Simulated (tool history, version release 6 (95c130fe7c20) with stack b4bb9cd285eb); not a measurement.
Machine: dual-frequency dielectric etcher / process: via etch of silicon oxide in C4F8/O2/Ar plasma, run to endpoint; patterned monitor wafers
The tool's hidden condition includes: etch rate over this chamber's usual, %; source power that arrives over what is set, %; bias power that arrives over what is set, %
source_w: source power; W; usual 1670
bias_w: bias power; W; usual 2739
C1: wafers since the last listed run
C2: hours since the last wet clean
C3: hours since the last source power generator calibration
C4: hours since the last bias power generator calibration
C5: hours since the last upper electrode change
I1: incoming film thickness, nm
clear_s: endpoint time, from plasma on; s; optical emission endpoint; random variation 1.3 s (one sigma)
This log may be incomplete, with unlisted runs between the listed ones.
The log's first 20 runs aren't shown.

Run 21, hour 271.1: usual settings; C1 46; C2 47.5; C3 83.5; C4 141.2; C5 78.0; I1 1397.9. Result: clear_s 276.5 s.
Run 22, hour 284.1: usual settings but bias_w 3071 W; C1 79; C2 60.5; C3 96.5; C4 154.2; C5 91.0; I1 1385.5. Result: clear_s 269.8 s.
Run 23, hour 293.4: usual settings but bias_w 2913 W; C1 56; C2 69.8; C3 105.8; C4 163.5; C5 100.3; I1 1399.1. Result: clear_s 274.6 s.
Run 24, hour 303.9: usual settings but source_w 1790 W, bias_w 3410 W; C1 63; C2 80.3; C3 116.3; C4 174.0; C5 110.8; I1 1396.5. Result: clear_s 266.5 s.
Run 25, hour 310.6: usual settings; C1 40; C2 87.0; C3 123.0; C4 180.7; C5 117.5; I1 1410.1. Result: clear_s 279.0 s.
Run 26, hour 317.7: usual settings but source_w 1450 W, bias_w 2307 W; C1 43; C2 94.1; C3 130.1; C4 187.8; C5 124.6; I1 1387.9. Result: clear_s 287.1 s.
Run 27, hour 324.9: usual settings but source_w 1280 W, bias_w 3189 W; C1 43; C2 101.3; C3 137.3; C4 195.0; C5 131.8; I1 1404.0. Result: clear_s 282.6 s.
Run 28, hour 337.3: usual settings but source_w 1380 W, bias_w 2188 W; C1 75; C2 113.7; C3 149.7; C4 207.4; C5 144.2; I1 1404.4. Result: clear_s 298.8 s.
Run 29, hour 353.8: usual settings; C1 100; C2 130.2; C3 166.2; C4 223.9; C5 160.7; I1 1386.7. Result: clear_s 277.6 s.
Run 30, hour 371.1: usual settings but source_w 2090 W, bias_w 2341 W; C1 105; C2 147.5; C3 183.5; C4 241.2; C5 178.0; I1 1388.8. Result: clear_s 272.9 s.
Run 31, hour 385.8: usual settings; C1 89; C2 162.2; C3 198.2; C4 255.9; C5 192.7; I1 1397.6. Result: clear_s 279.5 s.
Run 32, hour 396.6: usual settings but source_w 1310 W, bias_w 2363 W; C1 65; C2 173.0; C3 209.0; C4 266.7; C5 203.5; I1 1411.1. Result: clear_s 298.1 s.
Run 33, hour 414.0: usual settings but source_w 1490 W, bias_w 2339 W; C1 106; C2 190.4; C3 226.4; C4 284.1; C5 220.9; I1 1399.5. Result: clear_s 292.4 s.
Run 34, hour 427.2: usual settings but bias_w 2440 W; C1 80; C2 203.6; C3 239.6; C4 297.3; C5 234.1; I1 1391.0. Result: clear_s 284.3 s.
Run 35, hour 445.0: usual settings; C1 108; C2 221.4; C3 257.4; C4 315.1; C5 251.9; I1 1391.1. Result: clear_s 280.1 s.
Run 36, hour 452.3: usual settings but source_w 1280 W, bias_w 2099 W; C1 44; C2 228.7; C3 264.7; C4 322.4; C5 259.2; I1 1395.7. Result: clear_s 302.7 s.

Consider 3 possible next runs. They are alternatives, not a sequence: every one starts from the tool as it was left by run 36. What does each give?
Run A, hour 452.8: usual settings; C1 3; C2 229.2; C3 265.2; C4 322.9; C5 259.7; I1 1390.5. Result: clear_s ?.
Run B, hour 452.8: usual settings but bias_w 3297 W; C1 3; C2 229.2; C3 265.2; C4 322.9; C5 259.7; I1 1390.5. Result: clear_s ?.
Run C, hour 452.8: usual settings but source_w 1270 W, bias_w 2454 W; C1 3; C2 229.2; C3 265.2; C4 322.9; C5 259.7; I1 1390.5. Result: clear_s ?.

run  clear_s
  A    280.0
  B    271.4
  C    296.0
Without the tool's hidden state the same runs would have given:
run  clear_s
  A    271.2
  B    262.9
  C    286.7

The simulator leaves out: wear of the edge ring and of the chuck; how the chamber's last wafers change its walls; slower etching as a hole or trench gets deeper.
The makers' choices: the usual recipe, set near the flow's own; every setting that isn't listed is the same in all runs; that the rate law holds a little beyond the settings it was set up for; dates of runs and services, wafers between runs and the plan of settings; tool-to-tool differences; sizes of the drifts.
